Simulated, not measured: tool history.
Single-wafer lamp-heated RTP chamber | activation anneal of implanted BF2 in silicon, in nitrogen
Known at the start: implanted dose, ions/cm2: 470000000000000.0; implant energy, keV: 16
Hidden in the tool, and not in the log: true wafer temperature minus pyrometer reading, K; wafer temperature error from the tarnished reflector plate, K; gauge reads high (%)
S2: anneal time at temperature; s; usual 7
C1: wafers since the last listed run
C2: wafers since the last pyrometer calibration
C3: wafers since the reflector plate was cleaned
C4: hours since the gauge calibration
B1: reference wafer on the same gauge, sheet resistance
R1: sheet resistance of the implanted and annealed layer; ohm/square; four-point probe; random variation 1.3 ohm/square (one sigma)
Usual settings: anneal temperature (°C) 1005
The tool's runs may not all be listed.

{"run": 1, "day": 0.0, "anneal temperature (°C)": 1005, "S2": 7, "C1": 0, "C2": 5060, "C3": 5559, "C4": 271.0, "B1": 240.32, "R1": 267.75}
{"run": 2, "day": 1.167, "anneal temperature (°C)": 1005, "S2": 7, "C1": 453, "C2": 5513, "C3": 6012, "C4": 299.0, "B1": 240.23, "R1": 267.84}
{"day": 1.846, "done": "reflector plate cleaned"}
{"run": 3, "day": 3.483, "anneal temperature (°C)": 1005, "S2": 7, "C1": 770, "C2": 6284, "C3": 635, "C4": 354.6, "B1": 240.13, "R1": 267.85}
{"day": 5.262, "done": "pyrometer window cleaned and pyrometer calibrated"}
{"run": 4, "day": 6.396, "anneal temperature (°C)": 1005, "S2": 7, "C1": 1002, "C2": 440, "C3": 1637, "C4": 424.5, "B1": 239.5, "R1": 270.53}
{"run": 5, "day": 8.338, "anneal temperature (°C)": 1005, "S2": 7, "C1": 754, "C2": 1194, "C3": 2392, "C4": 471.1, "B1": 240.25, "R1": 272.1}
{"run": 6, "day": 10.458, "anneal temperature (°C)": 1005, "S2": 7, "C1": 824, "C2": 2018, "C3": 3216, "C4": 522.0, "B1": 240.38, "R1": 270.09}
{"run": 7, "day": 12.804, "anneal temperature (°C)": 1005, "S2": 7, "C1": 911, "C2": 2929, "C3": 4127, "C4": 578.3, "B1": 240.34, "R1": 268.69}
{"run": 8, "day": 15.179, "anneal temperature (°C)": 1005, "S2": 7, "C1": 922, "C2": 3852, "C3": 5050, "C4": 635.3, "B1": 240.42, "R1": 269.5}
{"run": 9, "day": 17.712, "anneal temperature (°C)": 1005, "S2": 7, "C1": 984, "C2": 4837, "C3": 6034, "C4": 696.1, "B1": 239.59, "R1": 270.37}
{"run": 10, "day": 18.95, "anneal temperature (°C)": 1005, "S2": 7, "C1": 480, "C2": 5317, "C3": 6515, "C4": 725.8, "B1": 239.66, "R1": 270.08}
{"day": 19.358, "done": "reflector plate cleaned"}
{"run": 11, "day": 20.425, "anneal temperature (°C)": 1005, "S2": 7, "C1": 443, "C2": 5761, "C3": 414, "C4": 761.2, "B1": 239.72, "R1": 267.08}
{"day": 22.442, "done": "pyrometer window cleaned and pyrometer calibrated"}
{"day": 23.067, "done": "gauge calibrated"}
{"run": 12, "day": 23.238, "anneal temperature (°C)": 1005, "S2": 7, "C1": 963, "C2": 308, "C3": 1377, "C4": 4.1, "B1": 239.95, "R1": 273.65}
{"run": 13, "day": 25.938, "anneal temperature (°C)": 987, "S2": 3, "C1": 1049, "C2": 1357, "C3": 2426, "C4": 68.9, "B1": 240.22, "R1": 293.43}
{"run": 14, "day": 28.725, "anneal temperature (°C)": 1030, "S2": 10, "C1": 1083, "C2": 2440, "C3": 3509, "C4": 135.8, "B1": 239.93, "R1": 254.44}
{"run": 15, "day": 30.05, "anneal temperature (°C)": 1005, "S2": 7, "C1": 514, "C2": 2955, "C3": 4024, "C4": 167.6, "B1": 240.05, "R1": 267.95}
{"run": 16, "day": 32.038, "anneal temperature (°C)": 987, "S2": 3, "C1": 772, "C2": 3727, "C3": 4796, "C4": 215.3, "B1": 239.78, "R1": 294.2}
{"run": 17, "day": 33.904, "anneal temperature (°C)": 1005, "S2": 5, "C1": 725, "C2": 4453, "C3": 5522, "C4": 260.1, "B1": 239.91, "R1": 269.8}
{"run": 18, "day": 35.912, "anneal temperature (°C)": 979, "S2": 3, "C1": 780, "C2": 5233, "C3": 6302, "C4": 308.3, "B1": 239.72, "R1": 301.17}
{"day": 37.192, "done": "pyrometer window cleaned and pyrometer calibrated"}
{"day": 38.129, "done": "reflector plate cleaned"}
{"run": 19, "day": 38.717, "anneal temperature (°C)": 1005, "S2": 7, "C1": 830, "C2": 463, "C3": 228, "C4": 375.6, "B1": 239.87, "R1": 273.93}
{"run": 20, "day": 40.858, "anneal temperature (°C)": 1005, "S2": 4, "C1": 832, "C2": 1295, "C3": 1060, "C4": 427.0, "B1": 239.92, "R1": 277.56}
{"run": 21, "day": 42.329, "anneal temperature (°C)": 1005, "S2": 9, "C1": 571, "C2": 1867, "C3": 1632, "C4": 462.3, "B1": 239.76, "R1": 269.65}
{"run": 22, "day": 44.029, "anneal temperature (°C)": 986, "S2": 7, "C1": 660, "C2": 2527, "C3": 2292, "C4": 503.1, "B1": 240.59, "R1": 280.87}
{"run": 23, "day": 46.5, "anneal temperature (°C)": 1026, "S2": 6, "C1": 960, "C2": 3487, "C3": 3252, "C4": 562.4, "B1": 239.98, "R1": 258.44}
{"run": 24, "day": 48.833, "anneal temperature (°C)": 997, "S2": 4, "C1": 906, "C2": 4394, "C3": 4159, "C4": 618.4, "B1": 239.89, "R1": 280.2}
{"run": 25, "day": 49.912, "anneal temperature (°C)": 1027, "S2": 4, "C1": 419, "C2": 4813, "C3": 4578, "C4": 644.3, "B1": 240.48, "R1": 261.91}

Hidden state or all else? Some run-to-run changes of R1, split into what the settings, what came in and random variation would give without the hidden state, and what is left for the hidden state (with any gauge scatter that isn't in both results):
Run 13 -> 14: anneal temperature (°C) 987 -> 1030, S2 3 -> 10. R1 -38.99 ohm/square: hidden state +2.63, all else -41.62.
Run 17 -> 18: anneal temperature (°C) 1005 -> 979, S2 5 -> 3. R1 +31.37 ohm/square: hidden state -6.50, all else +37.87.
Run 18 -> 19: anneal temperature (°C) 979 -> 1005, S2 3 -> 7, pyrometer window cleaned and pyrometer calibrated, reflector plate cleaned. R1 -27.24 ohm/square: hidden state +10.82, all else -38.06.

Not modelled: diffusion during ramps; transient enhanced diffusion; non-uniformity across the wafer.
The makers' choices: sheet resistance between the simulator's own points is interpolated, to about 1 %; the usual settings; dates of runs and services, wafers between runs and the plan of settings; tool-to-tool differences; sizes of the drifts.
